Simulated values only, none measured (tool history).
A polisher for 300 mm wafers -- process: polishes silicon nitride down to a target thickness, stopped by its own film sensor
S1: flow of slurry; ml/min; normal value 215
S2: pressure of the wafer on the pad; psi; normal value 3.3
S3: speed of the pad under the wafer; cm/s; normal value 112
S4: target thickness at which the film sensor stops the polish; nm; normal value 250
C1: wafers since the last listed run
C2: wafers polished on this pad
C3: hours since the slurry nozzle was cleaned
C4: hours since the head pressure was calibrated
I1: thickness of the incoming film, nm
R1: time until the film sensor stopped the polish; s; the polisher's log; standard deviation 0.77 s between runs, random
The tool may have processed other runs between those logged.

Run 1, day 0.000: usual settings; C1 0; C2 861; C3 329.5; C4 815.6; I1 434.6. Result: R1 89.6 s.
Run 2, day 0.575: usual settings; C1 159; C2 1020; C3 343.3; C4 829.4; I1 433.3. Result: R1 88.7 s.
At day 1.083: worn pad replaced by a new one.
Run 3, day 1.158: usual settings; C1 115; C2 20; C3 357.3; C4 843.4; I1 435.1. Result: R1 89.9 s.
Run 4, day 1.446: usual settings; C1 79; C2 100; C3 364.2; C4 850.3; I1 433.7. Result: R1 90.0 s.
Run 5, day 1.929: usual settings but S1 195 ml/min; C1 134; C2 234; C3 375.8; C4 861.9; I1 426.6. Result: R1 88.0 s.
Run 6, day 2.200: usual settings but S1 195 ml/min; C1 75; C2 309; C3 382.3; C4 868.4; I1 434.3. Result: R1 90.2 s.
Run 7, day 2.758: usual settings but S4 210 nm; C1 154; C2 464; C3 395.7; C4 881.8; I1 429.7. Result: R1 106.5 s.
Run 8, day 3.092: usual settings but S4 210 nm; C1 92; C2 557; C3 403.7; C4 889.8; I1 432.0. Result: R1 109.0 s.
Run 9, day 3.708: usual settings; C1 171; C2 728; C3 418.5; C4 904.6; I1 431.2. Result: R1 88.2 s.
Run 10, day 4.183: usual settings; C1 131; C2 860; C3 429.9; C4 916.0; I1 434.5. Result: R1 90.1 s.
Run 11, day 4.783: usual settings; C1 166; C2 1026; C3 444.3; C4 930.4; I1 425.2. Result: R1 85.3 s.
Run 12, day 5.096: usual settings; C1 86; C2 1113; C3 451.8; C4 937.9; I1 424.1. Result: R1 85.7 s.
Run 13, day 5.796: usual settings; C1 194; C2 1307; C3 468.6; C4 954.7; I1 427.8. Result: R1 87.2 s.
Run 14, day 6.196: usual settings; C1 110; C2 1418; C3 478.2; C4 964.3; I1 426.3. Result: R1 85.4 s.
At day 6.446: worn pad replaced by a new one.
Run 15, day 6.746: usual settings; C1 106; C2 83; C3 491.4; C4 977.5; I1 429.6. Result: R1 88.5 s.
Run 16, day 7.479: usual settings but S1 190 ml/min; C1 203; C2 286; C3 509.0; C4 995.1; I1 427.4. Result: R1 87.6 s.
Run 17, day 7.938: usual settings but S3 76 cm/s; C1 127; C2 413; C3 520.0; C4 1006.1; I1 438.9. Result: R1 122.5 s.
Run 18, day 8.262: usual settings but S4 214 nm; C1 90; C2 503; C3 527.8; C4 1013.9; I1 429.6. Result: R1 106.0 s.
Run 19, day 8.788: usual settings but S1 250 ml/min, S2 2.6 psi, S3 142 cm/s, S4 194 nm; C1 145; C2 649; C3 540.4; C4 1026.5; I1 426.2. Result: R1 120.4 s.
Run 20, day 9.138: usual settings but S1 260 ml/min, S3 122 cm/s, S4 213 nm; C1 97; C2 746; C3 548.8; C4 1034.9; I1 432.0. Result: R1 101.0 s.
At day 10.521: worn pad replaced by a new one.
Run 21, day 10.904: usual settings; C1 443; C2 106; C3 591.2; C4 1077.3; I1 434.7. Result: R1 92.1 s.
At day 11.062: head pressure recalibrated.
Run 22, day 11.262: usual settings; C1 76; C2 182; C3 599.8; C4 4.8; I1 421.9. Result: R1 85.3 s.
Run 23, day 11.946: usual settings but S4 276 nm; C1 189; C2 372; C3 616.2; C4 21.2; I1 427.1. Result: R1 75.2 s.
Run 24, day 12.483: usual settings but S1 180 ml/min, S2 4.3 psi, S3 96 cm/s, S4 232 nm; C1 149; C2 521; C3 629.1; C4 34.1; I1 432.4. Result: R1 87.8 s.
Run 25, day 12.971: usual settings but S2 2.2 psi, S3 78 cm/s; C1 135; C2 656; C3 640.8; C4 45.8; I1 426.8. Result: R1 175.7 s.
Run 26, day 13.700: usual settings but S3 98 cm/s; C1 202; C2 859; C3 658.3; C4 63.3; I1 427.9. Result: R1 98.0 s.
Run 27, day 14.050: usual settings but S1 260 ml/min, S3 122 cm/s, S4 213 nm; C1 97; C2 956; C3 666.7; C4 71.7; I1 426.8. Result: R1 99.2 s.
Run 28, day 14.304: usual settings but S4 282 nm; C1 70; C2 1026; C3 672.8; C4 77.8; I1 426.0. Result: R1 72.1 s.
At day 14.421: slurry nozzle cleaned.
Run 29, day 15.162: usual settings but S1 245 ml/min, S4 200 nm; C1 226; C2 1253; C3 17.8; C4 98.4; I1 430.6. Result: R1 111.6 s.
At day 15.533: worn pad replaced by a new one.
Run 30, day 15.746: usual settings; C1 115; C2 59; C3 31.8; C4 112.4; I1 424.1. Result: R1 83.7 s.
Run 31, day 17.508: usual settings but S2 3.7 psi; C1 489; C2 548; C3 74.1; C4 154.7; I1 425.5. Result: R1 75.6 s.
Run 32, day 18.212: usual settings but S1 175 ml/min, S2 2.1 psi; C1 195; C2 743; C3 91.0; C4 171.6; I1 431.1. Result: R1 138.1 s.
Run 33, day 18.567: usual settings but S1 285 ml/min; C1 98; C2 842; C3 99.5; C4 180.1; I1 428.7. Result: R1 85.4 s.
Run 34, day 19.038: usual settings but S2 2.8 psi, S3 80 cm/s; C1 130; C2 972; C3 110.8; C4 191.4; I1 429.9. Result: R1 131.7 s.
Run 35, day 19.571: usual settings but S2 2.5 psi, S3 146 cm/s; C1 147; C2 1120; C3 123.6; C4 204.2; I1 426.4. Result: R1 94.2 s.
At day 19.742: worn pad replaced by a new one.
Run 36, day 19.908: usual settings but S1 195 ml/min; C1 47; C2 45; C3 131.7; C4 212.3; I1 433.8. Result: R1 90.4 s.
Run 37, day 20.604: usual settings; C1 193; C2 238; C3 148.4; C4 229.0; I1 431.9. Result: R1 89.3 s.

Here are 4 independent what-if runs from the current tool condition. What would each one return?
Run A, day 20.621: usual settings but S2 3.8 psi; C1 4; C2 243; C3 148.8; C4 229.4; I1 431.4. Result: R1 ?.
Run B, day 20.621: usual settings but S2 2.8 psi; C1 4; C2 243; C3 148.8; C4 229.4; I1 431.4. Result: R1 ?.
Run C, day 20.621: usual settings but S1 155 ml/min; C1 4; C2 243; C3 148.8; C4 229.4; I1 431.4. Result: R1 ?.
Run D, day 20.621: usual settings but S2 2.5 psi; C1 4; C2 243; C3 148.8; C4 229.4; I1 431.4. Result: R1 ?.

run     R1
  A   76.6
  B  103.9
  C   90.5
  D  116.4
The same runs, with their run-to-run variation unchanged, on a tool lacking any hidden condition would have given:
run     R1
  A   76.3
  B  103.5
  C   90.0
  D  115.9
